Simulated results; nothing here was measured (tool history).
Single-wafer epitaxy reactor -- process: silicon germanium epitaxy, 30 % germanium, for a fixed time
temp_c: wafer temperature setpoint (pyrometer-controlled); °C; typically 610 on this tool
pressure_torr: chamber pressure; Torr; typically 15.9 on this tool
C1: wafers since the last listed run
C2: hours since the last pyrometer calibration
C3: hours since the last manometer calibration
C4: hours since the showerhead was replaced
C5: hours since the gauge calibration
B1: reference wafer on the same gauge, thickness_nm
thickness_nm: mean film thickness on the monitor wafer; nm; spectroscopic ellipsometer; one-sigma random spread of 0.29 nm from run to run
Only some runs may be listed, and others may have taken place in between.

Run 1, hour 0: usual settings but pressure_torr 18.8 Torr; C1 0; C2 651; C3 1971.7; C4 7466.4; C5 438.4; B1 49.263. Result: thickness_nm 64.863 nm.
Run 2, hour 70.7: usual settings but pressure_torr 18.8 Torr; C1 1109; C2 721.7; C3 2042.4; C4 7537.1; C5 509.1; B1 49.315. Result: thickness_nm 63.711 nm.
Run 3, hour 119.7: usual settings; C1 769; C2 770.7; C3 2091.4; C4 7586.1; C5 558.1; B1 49.266. Result: thickness_nm 60.116 nm.
Run 4, hour 153.4: usual settings; C1 529; C2 804.4; C3 2125.1; C4 7619.8; C5 591.8; B1 49.266. Result: thickness_nm 60.6 nm.
Run 5, hour 207: usual settings; C1 841; C2 858; C3 2178.7; C4 7673.4; C5 645.4; B1 49.295. Result: thickness_nm 60.122 nm.
Run 6, hour 259.3: usual settings; C1 821; C2 910.3; C3 2231; C4 7725.7; C5 697.7; B1 49.318. Result: thickness_nm 60.227 nm.
Run 7, hour 321.5: usual settings; C1 976; C2 972.5; C3 2293.2; C4 7787.9; C5 759.9; B1 49.275. Result: thickness_nm 60.267 nm.
Run 8, hour 351.4: usual settings; C1 469; C2 1002.4; C3 2323.1; C4 7817.8; C5 789.8; B1 49.358. Result: thickness_nm 60.49 nm.
Run 9, hour 546.4: usual settings but temp_c 618 °C; C1 3061; C2 1197.4; C3 2518.1; C4 8012.8; C5 984.8; B1 49.304. Result: thickness_nm 70.771 nm.
Run 10, hour 582.6: usual settings but temp_c 618 °C; C1 568; C2 1233.6; C3 2554.3; C4 8049; C5 1021; B1 49.279. Result: thickness_nm 71.339 nm.
At hour 636.2: gauge calibrated.
Run 11, hour 646: usual settings but temp_c 618 °C; C1 995; C2 1297; C3 2617.7; C4 8112.4; C5 9.8; B1 49.306. Result: thickness_nm 70.896 nm.
Run 12, hour 705.4: usual settings; C1 932; C2 1356.4; C3 2677.1; C4 8171.8; C5 69.2; B1 49.3. Result: thickness_nm 60.341 nm.
Run 13, hour 732.2: usual settings; C1 420; C2 1383.2; C3 2703.9; C4 8198.6; C5 96; B1 49.302. Result: thickness_nm 60.648 nm.
Run 14, hour 776.3: usual settings but temp_c 616 °C; C1 692; C2 1427.3; C3 2748; C4 8242.7; C5 140.1; B1 49.316. Result: thickness_nm 67.967 nm.
Run 15, hour 818.3: usual settings but temp_c 601 °C, pressure_torr 18.8 Torr; C1 659; C2 1469.3; C3 2790; C4 8284.7; C5 182.1; B1 49.299. Result: thickness_nm 53.073 nm.
Run 16, hour 859.8: usual settings but temp_c 598 °C, pressure_torr 14 Torr; C1 651; C2 1510.8; C3 2831.5; C4 8326.2; C5 223.6; B1 49.336. Result: thickness_nm 44.98 nm.
At hour 914.7: capacitance manometer re-zeroed and calibrated.
Run 17, hour 916.8: usual settings; C1 769; C2 1567.8; C3 2.1; C4 8383.2; C5 280.6; B1 49.344. Result: thickness_nm 60.907 nm.
Run 18, hour 948.7: usual settings but temp_c 602 °C, pressure_torr 19.3 Torr; C1 500; C2 1599.7; C3 34; C4 8415.1; C5 312.5; B1 49.333. Result: thickness_nm 54.88 nm.
At hour 991.5: pyrometer calibrated.
Run 19, hour 1017.4: usual settings but temp_c 602 °C; C1 952; C2 25.9; C3 102.7; C4 8483.8; C5 381.2; B1 49.307. Result: thickness_nm 51.398 nm.
Run 20, hour 1084.2: usual settings; C1 1048; C2 92.7; C3 169.5; C4 8550.6; C5 448; B1 49.312. Result: thickness_nm 60.268 nm.
Run 21, hour 1122.5: usual settings; C1 601; C2 131; C3 207.8; C4 8588.9; C5 486.3; B1 49.318. Result: thickness_nm 60.444 nm.
Run 22, hour 1176.1: usual settings but temp_c 623 °C, pressure_torr 17 Torr; C1 841; C2 184.6; C3 261.4; C4 8642.5; C5 539.9; B1 49.273. Result: thickness_nm 80.782 nm.
At hour 1205: showerhead replaced.
Run 23, hour 1219.1: usual settings; C1 549; C2 227.6; C3 304.4; C4 14.1; C5 582.9; B1 49.316. Result: thickness_nm 60.201 nm.
Run 24, hour 1274.6: usual settings but temp_c 598 °C, pressure_torr 13 Torr; C1 871; C2 283.1; C3 359.9; C4 69.6; C5 638.4; B1 49.3. Result: thickness_nm 43.895 nm.
Run 25, hour 1340: usual settings but temp_c 618 °C, pressure_torr 13.2 Torr; C1 1026; C2 348.5; C3 425.3; C4 135; C5 703.8; B1 49.234. Result: thickness_nm 66.915 nm.
Run 26, hour 1441: usual settings but temp_c 605 °C; C1 1585; C2 449.5; C3 526.3; C4 236; C5 804.8; B1 49.314. Result: thickness_nm 54.214 nm.
Run 27, hour 1490: usual settings but temp_c 620 °C, pressure_torr 17.4 Torr; C1 769; C2 498.5; C3 575.3; C4 285; C5 853.8; B1 49.321. Result: thickness_nm 76.375 nm.
Run 28, hour 1555.1: usual settings but pressure_torr 12 Torr; C1 1022; C2 563.6; C3 640.4; C4 350.1; C5 918.9; B1 49.305. Result: thickness_nm 54.868 nm.

Predict each of these 3 candidate next runs independently; none follows another, all start after run 28:
Run A, hour 1555.5: usual settings; C1 6; C2 564; C3 640.8; C4 350.5; C5 919.3; B1 ?. Result: thickness_nm ?.
Run B, hour 1555.5: usual settings but pressure_torr 17.1 Torr; C1 6; C2 564; C3 640.8; C4 350.5; C5 919.3; B1 ?. Result: thickness_nm ?.
Run C, hour 1555.5: usual settings but pressure_torr 13.1 Torr; C1 6; C2 564; C3 640.8; C4 350.5; C5 919.3; B1 ?. Result: thickness_nm ?.

run      B1  thickness_nm
  A  49.299        60.692
  B  49.299         62.34
  C  49.299        56.559
Take away the tool's hidden state, keep each run's random variation, and the runs would have read:
run  thickness_nm
  A        60.692
  B         62.34
  C        56.559

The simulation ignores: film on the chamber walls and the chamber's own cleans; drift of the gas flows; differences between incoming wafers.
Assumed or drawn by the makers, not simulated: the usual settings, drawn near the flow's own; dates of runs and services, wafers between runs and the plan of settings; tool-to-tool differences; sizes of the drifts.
